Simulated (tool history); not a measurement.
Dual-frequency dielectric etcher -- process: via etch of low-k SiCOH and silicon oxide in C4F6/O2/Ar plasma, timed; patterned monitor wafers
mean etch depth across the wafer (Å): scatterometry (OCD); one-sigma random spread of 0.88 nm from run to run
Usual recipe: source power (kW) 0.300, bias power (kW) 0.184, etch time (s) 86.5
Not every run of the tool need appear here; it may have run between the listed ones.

| run | hour | source power (kW) | bias power (kW) | etch time (s) | wafers since the last listed run | hours since the last wet clean | hours since the last source power generator calibration | hours since the last bias power generator calibration | hours since the last upper electrode change | hours since the gauge calibration | read-back reference wafer on the same gauge, depth_nm | mean etch depth across the wafer (Å) |
|---|---|---|---|---|---|---|---|---|---|---|---|---|
| 1 | 0.0 | 0.300 | 0.171 | 86.5 | 0 | 212.8 | 2907.5 | 1749.9 | 4150.3 | 102.0 | 221.3 | 2154 |
| 2 | 24.3 | 0.300 | 0.184 | 78.5 | 287 | 237.1 | 2931.8 | 1774.2 | 4174.6 | 126.3 | 220.6 | 2021 |
| 3 | 55.7 | 0.300 | 0.184 | 106.0 | 370 | 268.5 | 2963.2 | 1805.6 | 4206.0 | 157.7 | 221.2 | 2732 |
| 4 | 68.4 | 0.300 | 0.184 | 86.5 | 149 | 281.2 | 2975.9 | 1818.3 | 4218.7 | 170.4 | 220.6 | 2233 |
| 5 | 81.0 | 0.300 | 0.184 | 86.5 | 148 | 293.8 | 2988.5 | 1830.9 | 4231.3 | 183.0 | 220.7 | 2220 |
|  | 127.5 | upper electrode replaced |
| 6 | 128.0 | 0.300 | 0.184 | 86.5 | 271 | 340.8 | 3035.5 | 1877.9 | 0.5 | 230.0 | 220.3 | 2222 |
| 7 | 182.5 | 0.280 | 0.184 | 79.5 | 643 | 395.3 | 3090.0 | 1932.4 | 55.0 | 284.5 | 219.9 | 1987 |
| 8 | 206.0 | 0.250 | 0.164 | 65.5 | 277 | 418.8 | 3113.5 | 1955.9 | 78.5 | 308.0 | 219.9 | 1498 |
|  | 232.9 | gauge calibrated |
| 9 | 237.1 | 0.300 | 0.207 | 68.5 | 367 | 449.9 | 3144.6 | 1987.0 | 109.6 | 4.2 | 223.0 | 1858 |
|  | 262.2 | bias power generator calibrated |
|  | 270.8 | wet clean of the chamber |
|  | 301.1 | source power generator calibrated |
| 10 | 301.5 | 0.370 | 0.218 | 106.5 | 564 | 30.7 | 0.4 | 39.3 | 174.0 | 68.6 | 221.6 | 3168 |
| 11 | 326.3 | 0.300 | 0.184 | 102.0 | 292 | 55.5 | 25.2 | 64.1 | 198.8 | 93.4 | 221.4 | 2614 |
| 12 | 345.7 | 0.300 | 0.184 | 86.5 | 229 | 74.9 | 44.6 | 83.5 | 218.2 | 112.8 | 220.9 | 2224 |
| 13 | 370.7 | 0.300 | 0.184 | 71.5 | 295 | 99.9 | 69.6 | 108.5 | 243.2 | 137.8 | 220.7 | 1834 |
| 14 | 386.8 | 0.350 | 0.160 | 65.5 | 190 | 116.0 | 85.7 | 124.6 | 259.3 | 153.9 | 220.4 | 1672 |
| 15 | 413.2 | 0.300 | 0.184 | 111.5 | 311 | 142.4 | 112.1 | 151.0 | 285.7 | 180.3 | 220.4 | 2852 |

Describe how what the log doesn't record of the tool's condition differs between the last listed run preceding each entry between runs and the first listed run following it.
Logged between run 5 and run 6: upper electrode replaced (hour 127.5)
  gauge reads high (%): -1.12 -> -1.21
  the result without the hidden state subtracted from the measured one, mean etch depth across the wafer (Å): -25 -> -27
Logged between run 8 and run 9: gauge calibrated (hour 232.9)
  gauge reads high (%): -1.31 -> -0.0398
  the result without the hidden state subtracted from the measured one, mean etch depth across the wafer (Å): -19 -> -1
Logged between run 9 and run 10: bias power generator calibrated (hour 262.2); wet clean of the chamber (hour 270.8); source power generator calibrated (hour 301.1)
  gauge reads high (%): -0.0398 -> -0.639
  the result without the hidden state subtracted from the measured one, mean etch depth across the wafer (Å): -1 -> -20
